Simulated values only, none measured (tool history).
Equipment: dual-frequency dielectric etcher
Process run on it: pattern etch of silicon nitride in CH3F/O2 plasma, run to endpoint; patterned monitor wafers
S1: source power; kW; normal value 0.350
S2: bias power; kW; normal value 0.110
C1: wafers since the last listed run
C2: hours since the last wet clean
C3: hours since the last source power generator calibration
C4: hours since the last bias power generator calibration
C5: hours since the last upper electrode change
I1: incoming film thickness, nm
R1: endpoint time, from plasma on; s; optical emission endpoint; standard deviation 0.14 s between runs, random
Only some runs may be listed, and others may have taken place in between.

| run | day | S1 | S2 | C1 | C2 | C3 | C4 | C5 | I1 | R1 |
|---|---|---|---|---|---|---|---|---|---|---|
| 1 | 0.000 | 0.350 | 0.110 | 0 | 373.4 | 3796.1 | 3860.5 | 3288.0 | 54.7 | 41.8 |
| 2 | 0.612 | 0.350 | 0.110 | 86 | 388.1 | 3810.8 | 3875.2 | 3302.7 | 54.4 | 41.5 |
| 3 | 1.317 | 0.350 | 0.091 | 98 | 405.0 | 3827.7 | 3892.1 | 3319.6 | 54.6 | 46.8 |
| 4 | 1.621 | 0.350 | 0.093 | 42 | 412.3 | 3835.0 | 3899.4 | 3326.9 | 54.9 | 46.4 |
| 5 | 2.008 | 0.350 | 0.093 | 54 | 421.6 | 3844.3 | 3908.7 | 3336.2 | 54.7 | 46.3 |
|  | 2.683 | bias power generator calibrated |
|  | 2.767 | source power generator calibrated |
|  | 3.779 | wet clean of the chamber |
| 6 | 3.800 | 0.350 | 0.110 | 75 | 0.5 | 24.8 | 26.8 | 3379.2 | 54.3 | 39.8 |
| 7 | 3.817 | 0.350 | 0.110 | 2 | 0.9 | 25.2 | 27.2 | 3379.6 | 54.6 | 40.1 |
| 8 | 3.833 | 0.300 | 0.117 | 2 | 1.3 | 25.6 | 27.6 | 3380.0 | 54.1 | 40.4 |
| 9 | 3.850 | 0.350 | 0.110 | 2 | 1.7 | 26.0 | 28.0 | 3380.4 | 54.8 | 40.3 |
|  | 4.921 | upper electrode replaced |
|  | 5.242 | wet clean of the chamber, repeated, since the last time left the tool worse |
| 10 | 5.262 | 0.320 | 0.124 | 12 | 0.5 | 59.9 | 61.9 | 8.2 | 54.0 | 40.3 |
| 11 | 5.279 | 0.300 | 0.118 | 2 | 0.9 | 60.3 | 62.3 | 8.6 | 54.6 | 43.1 |

Forecast run 12:
| 12 | 5.296 | 0.400 | 0.089 | 2 | 1.3 | 60.7 | 62.7 | 9.0 | 54.3 | ? |

For run 12 the tool returned R1 46.3 s.
With no hidden state in the tool, this same run would have given R1 46.5 s.
